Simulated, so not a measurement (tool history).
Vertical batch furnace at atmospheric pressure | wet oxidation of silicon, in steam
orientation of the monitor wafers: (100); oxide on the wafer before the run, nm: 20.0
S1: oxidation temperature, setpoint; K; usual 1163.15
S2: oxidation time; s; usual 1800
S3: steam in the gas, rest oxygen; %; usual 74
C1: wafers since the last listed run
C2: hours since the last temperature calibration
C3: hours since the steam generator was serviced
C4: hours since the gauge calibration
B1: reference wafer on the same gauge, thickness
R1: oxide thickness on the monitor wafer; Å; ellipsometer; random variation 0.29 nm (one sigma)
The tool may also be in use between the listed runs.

run 1 hour=0.0 | S1=1174.15 S2=1800 S3=71 | C1=0 C2=3035.8 C3=1081.0 C4=1722.1 | B1=80.09 | R1=839.8
run 2 hour=80.8 | S1=1174.15 S2=1800 S3=71 | C1=1549 C2=3116.6 C3=1161.8 C4=1802.9 | B1=80.12 | R1=839.1
run 3 hour=116.6 | S1=1174.15 S2=1800 S3=71 | C1=686 C2=3152.4 C3=1197.6 C4=1838.7 | B1=80.14 | R1=842.3
run 4 hour=170.3 | S1=1180.15 S2=1800 S3=74 | C1=1029 C2=3206.1 C3=1251.3 C4=1892.4 | B1=80.26 | R1=929.7
run 5 hour=199.6 | S1=1180.15 S2=1800 S3=74 | C1=561 C2=3235.4 C3=1280.6 C4=1921.7 | B1=80.38 | R1=937.4
run 6 hour=267.7 | S1=1180.15 S2=1800 S3=74 | C1=1306 C2=3303.5 C3=1348.7 C4=1989.8 | B1=80.45 | R1=930.3
run 7 hour=369.8 | S1=1163.15 S2=1140 S3=69 | C1=1958 C2=3405.6 C3=1450.8 C4=2091.9 | B1=80.51 | R1=544.6
run 8 hour=427.1 | S1=1152.15 S2=2490 S3=74 | C1=1098 C2=3462.9 C3=1508.1 C4=2149.2 | B1=80.60 | R1=849.6
run 9 hour=486.1 | S1=1163.15 S2=1800 S3=71 | C1=1131 C2=3521.9 C3=1567.1 C4=2208.2 | B1=80.72 | R1=749.9
-- hour=506.6 gauge calibrated
run 10 hour=542.8 | S1=1178.15 S2=1800 S3=74 | C1=1087 C2=3578.6 C3=1623.8 C4=36.2 | B1=78.29 | R1=884.6
run 11 hour=587.7 | S1=1178.15 S2=1800 S3=74 | C1=861 C2=3623.5 C3=1668.7 C4=81.1 | B1=78.36 | R1=889.1
run 12 hour=624.5 | S1=1178.15 S2=1800 S3=74 | C1=705 C2=3660.3 C3=1705.5 C4=117.9 | B1=78.42 | R1=885.7
-- hour=659.5 thermocouples replaced and temperature profile calibrated
run 13 hour=786.4 | S1=1179.15 S2=1800 S3=74 | C1=2644 C2=126.9 C3=1867.4 C4=279.8 | B1=78.71 | R1=899.2
run 14 hour=814.2 | S1=1179.15 S2=1800 S3=74 | C1=533 C2=154.7 C3=1895.2 C4=307.6 | B1=78.61 | R1=898.1
-- hour=878.4 steam generator serviced
run 15 hour=883.5 | S1=1163.15 S2=1800 S3=74 | C1=868 C2=224.0 C3=5.1 C4=376.9 | B1=78.84 | R1=747.6
run 16 hour=941.7 | S1=1163.15 S2=1800 S3=74 | C1=1116 C2=282.2 C3=63.3 C4=435.1 | B1=78.85 | R1=750.6
run 17 hour=1002.6 | S1=1163.15 S2=1800 S3=74 | C1=1167 C2=343.1 C3=124.2 C4=496.0 | B1=78.94 | R1=751.8
run 18 hour=1070.3 | S1=1186.15 S2=1800 S3=74 | C1=1298 C2=410.8 C3=191.9 C4=563.7 | B1=78.96 | R1=973.1
run 19 hour=1111.3 | S1=1163.15 S2=1800 S3=80 | C1=786 C2=451.8 C3=232.9 C4=604.7 | B1=79.16 | R1=797.1
run 20 hour=1161.8 | S1=1163.15 S2=2490 S3=74 | C1=968 C2=502.3 C3=283.4 C4=655.2 | B1=79.16 | R1=948.3
run 21 hour=1213.7 | S1=1151.15 S2=2070 S3=71 | C1=995 C2=554.2 C3=335.3 C4=707.1 | B1=79.21 | R1=699.6
run 22 hour=1240.9 | S1=1138.15 S2=1260 S3=80 | C1=521 C2=581.4 C3=362.5 C4=734.3 | B1=79.34 | R1=476.1
run 23 hour=1335.0 | S1=1163.15 S2=1800 S3=74 | C1=1804 C2=675.5 C3=456.6 C4=828.4 | B1=79.44 | R1=762.5
run 24 hour=1365.0 | S1=1163.15 S2=1800 S3=74 | C1=575 C2=705.5 C3=486.6 C4=858.4 | B1=79.43 | R1=752.4
run 25 hour=1421.0 | S1=1176.15 S2=1800 S3=81 | C1=1073 C2=761.5 C3=542.6 C4=914.4 | B1=79.49 | R1=934.2
run 26 hour=1476.8 | S1=1163.15 S2=1800 S3=64 | C1=1070 C2=817.3 C3=598.4 C4=970.2 | B1=79.68 | R1=685.0
run 27 hour=1533.5 | S1=1163.15 S2=1800 S3=74 | C1=1087 C2=874.0 C3=655.1 C4=1026.9 | B1=79.68 | R1=755.4
run 28 hour=1593.2 | S1=1148.15 S2=2370 S3=77 | C1=1144 C2=933.7 C3=714.8 C4=1086.6 | B1=79.73 | R1=787.5
run 29 hour=1642.0 | S1=1163.15 S2=1800 S3=84 | C1=935 C2=982.5 C3=763.6 C4=1135.4 | B1=79.87 | R1=832.0
run 30 hour=1679.1 | S1=1185.15 S2=1800 S3=65 | C1=711 C2=1019.6 C3=800.7 C4=1172.5 | B1=79.86 | R1=887.4
run 31 hour=1742.9 | S1=1172.15 S2=990 S3=69 | C1=1223 C2=1083.4 C3=864.5 C4=1236.3 | B1=79.95 | R1=543.8
run 32 hour=1789.1 | S1=1163.15 S2=1800 S3=74 | C1=886 C2=1129.6 C3=910.7 C4=1282.5 | B1=79.91 | R1=759.1
run 33 hour=1848.1 | S1=1163.15 S2=1800 S3=74 | C1=1131 C2=1188.6 C3=969.7 C4=1341.5 | B1=80.18 | R1=764.4
run 34 hour=1898.9 | S1=1180.15 S2=960 S3=82 | C1=974 C2=1239.4 C3=1020.5 C4=1392.3 | B1=80.18 | R1=642.6
run 35 hour=1968.6 | S1=1150.15 S2=1800 S3=67 | C1=1336 C2=1309.1 C3=1090.2 C4=1462.0 | B1=80.29 | R1=616.6
run 36 hour=2039.7 | S1=1181.15 S2=1320 S3=86 | C1=1363 C2=1380.2 C3=1161.3 C4=1533.1 | B1=80.43 | R1=835.5
run 37 hour=2097.1 | S1=1176.15 S2=2250 S3=74 | C1=1100 C2=1437.6 C3=1218.7 C4=1590.5 | B1=80.47 | R1=1052.9
run 38 hour=2126.0 | S1=1179.15 S2=1800 S3=74 | C1=554 C2=1466.5 C3=1247.6 C4=1619.4 | B1=80.46 | R1=923.1
run 39 hour=2173.8 | S1=1163.15 S2=1800 S3=74 | C1=916 C2=1514.3 C3=1295.4 C4=1667.2 | B1=80.53 | R1=769.0

Forecast each of these 3 alternatives for the next run:
run A hour=2177.4 | S1=1163.15 S2=1800 S3=74 | C1=69 C2=1517.9 C3=1299.0 C4=1670.8 | B1=? | R1=?
run B hour=2177.4 | S1=1153.15 S2=1800 S3=85 | C1=69 C2=1517.9 C3=1299.0 C4=1670.8 | B1=? | R1=?
run C hour=2177.4 | S1=1174.15 S2=1800 S3=74 | C1=69 C2=1517.9 C3=1299.0 C4=1670.8 | B1=? | R1=?

run=A B1=80.49 R1=762.2
run=B B1=80.49 R1=745.5
run=C B1=80.49 R1=867.4
Without the tool's hidden state the same runs would have given:
run=A R1=742.7
run=B R1=726.5
run=C R1=845.2
